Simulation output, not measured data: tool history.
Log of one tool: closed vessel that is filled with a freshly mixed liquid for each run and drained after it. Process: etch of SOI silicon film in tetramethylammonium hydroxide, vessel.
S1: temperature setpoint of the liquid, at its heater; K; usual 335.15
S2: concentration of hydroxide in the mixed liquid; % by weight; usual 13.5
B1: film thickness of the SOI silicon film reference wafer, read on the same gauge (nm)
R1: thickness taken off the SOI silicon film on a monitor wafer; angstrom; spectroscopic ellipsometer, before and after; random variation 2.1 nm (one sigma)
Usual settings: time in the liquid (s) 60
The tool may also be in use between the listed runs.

run 1 hour=0.0 | S1=335.15 S2=15.5 time_in_the_liquid_(s)=60 | B1=39.99 | R1=2327.4
run 2 hour=103.5 | S1=341.65 S2=13.5 time_in_the_liquid_(s)=35 | B1=39.98 | R1=2170.2
run 3 hour=134.6 | S1=341.65 S2=13.5 time_in_the_liquid_(s)=35 | B1=40.04 | R1=2159.1
run 4 hour=179.2 | S1=332.65 S2=13.5 time_in_the_liquid_(s)=80 | B1=39.98 | R1=2833.7
run 5 hour=207.2 | S1=332.65 S2=13.5 time_in_the_liquid_(s)=80 | B1=40.03 | R1=2853.5
run 6 hour=268.7 | S1=335.15 S2=13.5 time_in_the_liquid_(s)=60 | B1=39.99 | R1=2523.6
run 7 hour=299.1 | S1=335.15 S2=13.5 time_in_the_liquid_(s)=60 | B1=40.07 | R1=2561.2
-- hour=320.8 thermometer replaced
-- hour=320.8 hydroxide flow meter replaced
run 8 hour=353.6 | S1=335.15 S2=13.5 time_in_the_liquid_(s)=60 | B1=40.04 | R1=2592.0
-- hour=353.9 gauge calibrated
run 9 hour=386.9 | S1=335.15 S2=13.5 time_in_the_liquid_(s)=70 | B1=40.04 | R1=3032.4
-- hour=426.9 hydroxide flow meter replaced, repeated, since the last time left the tool worse
run 10 hour=454.4 | S1=335.15 S2=10.5 time_in_the_liquid_(s)=60 | B1=39.99 | R1=2668.0
run 11 hour=500.9 | S1=342.15 S2=16.5 time_in_the_liquid_(s)=75 | B1=40.02 | R1=4182.9
run 12 hour=536.3 | S1=327.65 S2=10.5 time_in_the_liquid_(s)=85 | B1=40.02 | R1=2370.9
run 13 hour=567.4 | S1=335.15 S2=13.5 time_in_the_liquid_(s)=60 | B1=40.05 | R1=2426.7
run 14 hour=592.2 | S1=342.65 S2=10.0 time_in_the_liquid_(s)=35 | B1=39.98 | R1=2466.4

Hidden state or all else? Some run-to-run changes of R1, split into what the settings, what came in and random variation would give without the hidden state, and what is left for the hidden state (with any gauge scatter that isn't in both results):
The hidden state here: liquid colder than its thermometer reads (K); hydroxide flow below the setpoint (%); gauge reads high (%).
Run 9 -> 10: S2 13.5 -> 10.5, time in the liquid (s) 70 -> 60, hydroxide flow meter replaced, repeated, since the last time left the tool worse. R1 -364.4 angstrom: hidden state -197.5, all else -166.9.
Run 11 -> 12: S1 342.15 -> 327.65, S2 16.5 -> 10.5, time in the liquid (s) 75 -> 85. R1 -1812.0 angstrom: hidden state -8.0, all else -1804.0.
